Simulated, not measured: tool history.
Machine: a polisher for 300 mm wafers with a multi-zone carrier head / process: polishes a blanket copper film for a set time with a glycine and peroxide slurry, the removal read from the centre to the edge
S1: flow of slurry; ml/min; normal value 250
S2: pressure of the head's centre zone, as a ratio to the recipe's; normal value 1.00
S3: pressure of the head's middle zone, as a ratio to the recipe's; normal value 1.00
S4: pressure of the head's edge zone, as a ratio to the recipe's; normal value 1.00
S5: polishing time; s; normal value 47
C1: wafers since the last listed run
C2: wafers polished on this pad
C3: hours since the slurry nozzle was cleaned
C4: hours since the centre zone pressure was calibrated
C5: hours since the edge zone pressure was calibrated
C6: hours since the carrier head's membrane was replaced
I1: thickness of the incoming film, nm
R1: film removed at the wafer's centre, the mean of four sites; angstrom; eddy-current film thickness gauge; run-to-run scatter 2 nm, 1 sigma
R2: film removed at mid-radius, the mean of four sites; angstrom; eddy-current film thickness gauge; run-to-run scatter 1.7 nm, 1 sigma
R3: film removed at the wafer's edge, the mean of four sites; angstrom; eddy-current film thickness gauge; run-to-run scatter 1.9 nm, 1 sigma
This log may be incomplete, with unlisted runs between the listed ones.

{"run": 1, "day": 0.0, "S1": 250, "S2": 1.0, "S3": 0.95, "S4": 1.0, "S5": 47, "C1": 0, "C2": 2743, "C3": 128.9, "C4": 289.3, "C5": 581.1, "C6": 708.1, "I1": 1582.2, "R1": 1749, "R2": 1699, "R3": 1737}
{"run": 2, "day": 2.033, "S1": 250, "S2": 1.0, "S3": 0.95, "S4": 1.0, "S5": 47, "C1": 767, "C2": 3511, "C3": 177.7, "C4": 338.1, "C5": 629.9, "C6": 756.9, "I1": 1574.8, "R1": 1753, "R2": 1681, "R3": 1749}
{"run": 3, "day": 4.471, "S1": 250, "S2": 1.0, "S3": 0.95, "S4": 1.0, "S5": 47, "C1": 920, "C2": 4432, "C3": 236.2, "C4": 396.6, "C5": 688.4, "C6": 815.4, "I1": 1571.9, "R1": 1732, "R2": 1706, "R3": 1743}
{"day": 6.262, "done": "worn pad replaced by a new one"}
{"day": 8.296, "done": "slurry nozzle cleaned"}
{"run": 4, "day": 8.404, "S1": 250, "S2": 1.0, "S3": 1.0, "S4": 1.0, "S5": 53, "C1": 1406, "C2": 792, "C3": 2.6, "C4": 491.0, "C5": 782.8, "C6": 909.8, "I1": 1544.7, "R1": 1972, "R2": 2033, "R3": 1926}
{"run": 5, "day": 15.912, "S1": 250, "S2": 1.0, "S3": 1.0, "S4": 1.0, "S5": 53, "C1": 2835, "C2": 3628, "C3": 182.8, "C4": 671.2, "C5": 963.0, "C6": 1090.0, "I1": 1558.6, "R1": 1956, "R2": 1998, "R3": 1971}
{"run": 6, "day": 18.017, "S1": 250, "S2": 1.0, "S3": 1.0, "S4": 1.0, "S5": 53, "C1": 794, "C2": 4422, "C3": 233.3, "C4": 721.7, "C5": 1013.5, "C6": 1140.5, "I1": 1539.3, "R1": 1942, "R2": 1982, "R3": 1967}
{"run": 7, "day": 19.733, "S1": 250, "S2": 1.0, "S3": 1.0, "S4": 1.0, "S5": 47, "C1": 648, "C2": 5070, "C3": 274.5, "C4": 762.9, "C5": 1054.7, "C6": 1181.7, "I1": 1541.4, "R1": 1681, "R2": 1774, "R3": 1738}
{"day": 19.954, "done": "slurry nozzle cleaned"}
{"day": 20.4, "done": "worn pad replaced by a new one"}
{"day": 21.442, "done": "carrier head's membrane replaced by a new one"}
{"run": 8, "day": 22.662, "S1": 250, "S2": 1.0, "S3": 1.0, "S4": 1.0, "S5": 47, "C1": 948, "C2": 776, "C3": 65.0, "C4": 833.2, "C5": 1125.0, "C6": 29.3, "I1": 1545.6, "R1": 1695, "R2": 1778, "R3": 1757}
{"run": 9, "day": 26.442, "S1": 250, "S2": 1.0, "S3": 1.0, "S4": 1.0, "S5": 47, "C1": 1427, "C2": 2203, "C3": 155.7, "C4": 923.9, "C5": 1215.7, "C6": 120.0, "I1": 1565.0, "R1": 1688, "R2": 1797, "R3": 1755}
{"run": 10, "day": 29.825, "S1": 250, "S2": 1.0, "S3": 1.0, "S4": 1.0, "S5": 47, "C1": 1277, "C2": 3480, "C3": 236.9, "C4": 1005.1, "C5": 1296.9, "C6": 201.2, "I1": 1529.5, "R1": 1702, "R2": 1776, "R3": 1750}
{"day": 31.958, "done": "slurry nozzle cleaned"}
{"day": 32.646, "done": "worn pad replaced by a new one"}
{"run": 11, "day": 34.212, "S1": 320, "S2": 1.0, "S3": 0.9, "S4": 1.08, "S5": 47, "C1": 1578, "C2": 592, "C3": 54.1, "C4": 1110.4, "C5": 1402.2, "C6": 306.5, "I1": 1561.8, "R1": 1690, "R2": 1662, "R3": 1839}
{"day": 36.992, "done": "edge zone pressure recalibrated"}
{"run": 12, "day": 37.729, "S1": 250, "S2": 1.0, "S3": 1.0, "S4": 1.0, "S5": 47, "C1": 1296, "C2": 1888, "C3": 138.5, "C4": 1194.8, "C5": 17.7, "C6": 390.9, "I1": 1543.0, "R1": 1654, "R2": 1765, "R3": 1752}
{"run": 13, "day": 40.383, "S1": 250, "S2": 1.0, "S3": 1.0, "S4": 1.0, "S5": 47, "C1": 1002, "C2": 2890, "C3": 202.2, "C4": 1258.5, "C5": 81.4, "C6": 454.6, "I1": 1561.3, "R1": 1662, "R2": 1746, "R3": 1748}
{"run": 14, "day": 42.025, "S1": 250, "S2": 1.11, "S3": 1.0, "S4": 1.07, "S5": 42, "C1": 619, "C2": 3510, "C3": 241.6, "C4": 1297.9, "C5": 120.8, "C6": 494.0, "I1": 1545.9, "R1": 1640, "R2": 1573, "R3": 1614}

Estimate the outcome of run 15 from the log above:
{"day": 45.271, "done": "worn pad replaced by a new one, of another model than before"}
{"day": 46.483, "done": "slurry nozzle cleaned"}
{"day": 47.233, "done": "centre zone pressure recalibrated"}
{"run": 15, "day": 53.479, "S1": 285, "S2": 1.0, "S3": 1.07, "S4": 1.0, "S5": 47, "C1": 4215, "C2": 3052, "C3": 167.9, "C4": 149.9, "C5": 395.7, "C6": 768.9, "I1": 1582.7, "R1": "?", "R2": "?", "R3": "?"}

Run 15 measured R1 1763 angstrom, R2 1873 angstrom, R3 1780 angstrom.
Had the tool carried no hidden state, the very same run would have given R1 1812 angstrom, R2 1873 angstrom, R3 1780 angstrom.

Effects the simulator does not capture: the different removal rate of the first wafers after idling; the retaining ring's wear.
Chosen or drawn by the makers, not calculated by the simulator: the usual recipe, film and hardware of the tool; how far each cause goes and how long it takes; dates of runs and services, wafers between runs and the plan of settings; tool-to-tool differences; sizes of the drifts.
